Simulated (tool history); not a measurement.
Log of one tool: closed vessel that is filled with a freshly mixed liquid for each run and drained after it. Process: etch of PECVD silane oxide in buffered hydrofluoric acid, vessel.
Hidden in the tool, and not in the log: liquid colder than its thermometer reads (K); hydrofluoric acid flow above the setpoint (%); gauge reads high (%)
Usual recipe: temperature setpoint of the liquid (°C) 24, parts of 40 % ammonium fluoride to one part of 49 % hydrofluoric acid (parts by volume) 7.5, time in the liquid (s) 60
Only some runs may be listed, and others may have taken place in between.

run,hour,temperature setpoint of the liquid (°C),parts of 40 % ammonium fluoride to one part of 49 % hydrofluoric acid (parts by volume),time in the liquid (s),wafers since the last listed run,hours since the thermometer was replaced,hours since the hydrofluoric acid flow meter was replaced,hours since the gauge calibration,"read-back film thickness of the PECVD silane oxide reference wafer, read on the same gauge (nm)",thickness taken off the PECVD silane oxide on a monitor wafer (nm)
1,0,24,7.5,60,0,448.9,950.8,461.5,69.99,148.69
2,87.8,24,7.5,60,6717,536.7,1038.6,549.3,69.99,148.56
3,166.8,24,7.5,60,6044,615.7,1117.6,628.3,69.99,147.65
4,248.5,24,6.5,60,6250,697.4,1199.3,710,70.02,170.21
5,292.2,24,6.5,60,3343,741.1,1243,753.7,69.99,168.67
6,332.4,24,6.5,60,3075,781.3,1283.2,793.9,70.03,169.84
# hour 340.1: thermometer replaced
7,430.6,26.5,7.5,85,7436,90.5,1381.4,892.1,70.01,235.43
8,468.4,24,7.5,60,2891,128.3,1419.2,929.9,69.98,143.3
# hour 489.1: thermometer replaced, repeated, since the last time left the tool worse
9,505.7,24,7.5,60,2777,16.6,1456.5,967.2,70,150
10,546.1,26,7.5,60,3090,57,1496.9,1007.6,70.02,167.61
# hour 547.3: gauge calibrated
11,610.6,24,10.5,60,4934,121.5,1561.4,63.3,70.01,110.34
# hour 616.4: hydrofluoric acid flow meter replaced
12,678.5,21,5,60,5118,189.4,62.1,131.2,70,182.78
13,752.2,24,10,60,5638,263.1,135.8,204.9,69.95,114.93
14,822.3,24,9.5,80,5363,333.2,205.9,275,70,157.7

Here are 5 independent what-if runs from the current tool condition. What would each one return?
A,823,24,7.5,60,53,333.9,206.6,275.7,?,?
B,823,29,10.5,60,53,333.9,206.6,275.7,?,?
C,823,20.5,6.5,85,53,333.9,206.6,275.7,?,?
D,823,27,8.5,85,53,333.9,206.6,275.7,?,?
E,823,24,9,40,53,333.9,206.6,275.7,?,?

run,"read-back film thickness of the PECVD silane oxide reference wafer, read on the same gauge (nm)",thickness taken off the PECVD silane oxide on a monitor wafer (nm)
A,70.02,149.5
B,70.02,143.25
C,70.02,200.62
D,70.02,217.49
E,70.02,81.8
Stripped of hidden state, with their random variation kept, the same runs would have yielded:
run,thickness taken off the PECVD silane oxide on a monitor wafer (nm)
A,151.06
B,144.69
C,202.75
D,219.71
E,82.65
